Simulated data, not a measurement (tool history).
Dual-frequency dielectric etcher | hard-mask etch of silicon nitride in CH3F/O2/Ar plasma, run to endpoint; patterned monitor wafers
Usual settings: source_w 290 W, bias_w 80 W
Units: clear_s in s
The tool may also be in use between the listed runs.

| run | day | source_w | bias_w | incoming incoming film thickness, nm | clear_s |
|---|---|---|---|---|---|
| 1 | 0 | 290 | 80 | 29.73 | 48.2 |
| 2 | 4.162 | 290 | 80 | 29.69 | 47.7 |
| 3 | 5.8 | 290 | 80 | 29.64 | 47.5 |
| 4 | 7.646 | 290 | 80 | 29.94 | 48.1 |
| 5 | 12.062 | 290 | 80 | 29.5 | 47.1 |
| 6 | 16.312 | 250 | 64 | 29.99 | 52.4 |
|  | 17.958 | wet clean of the chamber |
| 7 | 18.229 | 250 | 64 | 29.52 | 52.6 |
| 8 | 20.708 | 250 | 64 | 29.62 | 52.5 |
| 9 | 22.933 | 330 | 80 | 29.73 | 47 |
| 10 | 24.788 | 290 | 65 | 29.58 | 50.6 |
| 11 | 28.171 | 290 | 80 | 29.46 | 47.4 |
| 12 | 31.312 | 290 | 80 | 29.73 | 47.8 |
| 13 | 32.929 | 290 | 80 | 29.53 | 47 |
| 14 | 36.062 | 290 | 80 | 29.48 | 46.7 |
| 15 | 38.067 | 290 | 80 | 29.81 | 47.3 |
|  | 42.704 | wet clean of the chamber |
|  | 42.767 | source power generator calibrated |
| 16 | 42.788 | 290 | 68 | 29.84 | 50.7 |
| 17 | 45.875 | 290 | 68 | 29.77 | 50.6 |
| 18 | 49.792 | 360 | 62 | 29.66 | 49 |
|  | 50.738 | bias power generator calibrated |
| 19 | 51.508 | 230 | 80 | 29.64 | 50.1 |
| 20 | 54.188 | 350 | 80 | 29.6 | 46.3 |
| 21 | 56.883 | 340 | 80 | 29.79 | 46.8 |
| 22 | 58.729 | 290 | 80 | 29.69 | 48.1 |
|  | 63.729 | wet clean of the chamber |
| 23 | 63.75 | 260 | 80 | 30.03 | 50.3 |
| 24 | 65.717 | 250 | 65 | 29.4 | 52.4 |
| 25 | 68.929 | 290 | 97 | 29.62 | 45.7 |
| 26 | 70.542 | 260 | 89 | 29.87 | 47.7 |
| 27 | 74.142 | 290 | 64 | 29.92 | 51.9 |
|  | 75.192 | upper electrode replaced |
| 28 | 75.854 | 290 | 80 | 29.53 | 47.6 |
| 29 | 79.433 | 290 | 80 | 29.58 | 47.6 |
| 30 | 83.442 | 290 | 94 | 29.7 | 45.4 |
|  | 87.458 | wet clean of the chamber |
| 31 | 87.592 | 320 | 88 | 29.59 | 46.3 |
| 32 | 91.471 | 220 | 95 | 30.07 | 48.8 |
| 33 | 95.954 | 320 | 100 | 29.62 | 43.8 |
| 34 | 105.521 | 320 | 63 | 29.67 | 49.9 |
| 35 | 107.096 | 290 | 92 | 29.73 | 45.4 |

What the log doesn't show, run by run:
source power that arrives over what is set, %: 0 in every run
H1: etch rate over this chamber's usual, %
H2: bias power that arrives over what is set, %
| run | H1 | H2 |
|---|---|---|
| 1 | 0.514 | 5.38 |
| 2 | 0.994 | 5.42 |
| 3 | 1.18 | 5.43 |
| 4 | 1.4 | 5.45 |
| 5 | 1.91 | 5.48 |
| 6 | 2.4 | 5.51 |
| 7 | 0.294 | 5.53 |
| 8 | 0.58 | 5.54 |
| 9 | 0.836 | 5.55 |
| 10 | 1.05 | 5.57 |
| 11 | 1.44 | 5.58 |
| 12 | 1.8 | 5.6 |
| 13 | 1.99 | 5.61 |
| 14 | 2.35 | 5.62 |
| 15 | 2.58 | 5.63 |
| 16 | 0.298 | 5.65 |
| 17 | 0.654 | 5.67 |
| 18 | 1.11 | 5.68 |
| 19 | 1.3 | 0.71 |
| 20 | 1.61 | 0.966 |
| 21 | 1.92 | 1.21 |
| 22 | 2.14 | 1.37 |
| 23 | 0.124 | 1.78 |
| 24 | 0.351 | 1.93 |
| 25 | 0.721 | 2.16 |
| 26 | 0.907 | 2.28 |
| 27 | 1.32 | 2.51 |
| 28 | 1.52 | 2.62 |
| 29 | 1.93 | 2.84 |
| 30 | 2.4 | 3.06 |
| 31 | 0.0532 | 3.27 |
| 32 | 0.501 | 3.46 |
| 33 | 1.02 | 3.66 |
| 34 | 2.12 | 4.03 |
| 35 | 2.3 | 4.08 |
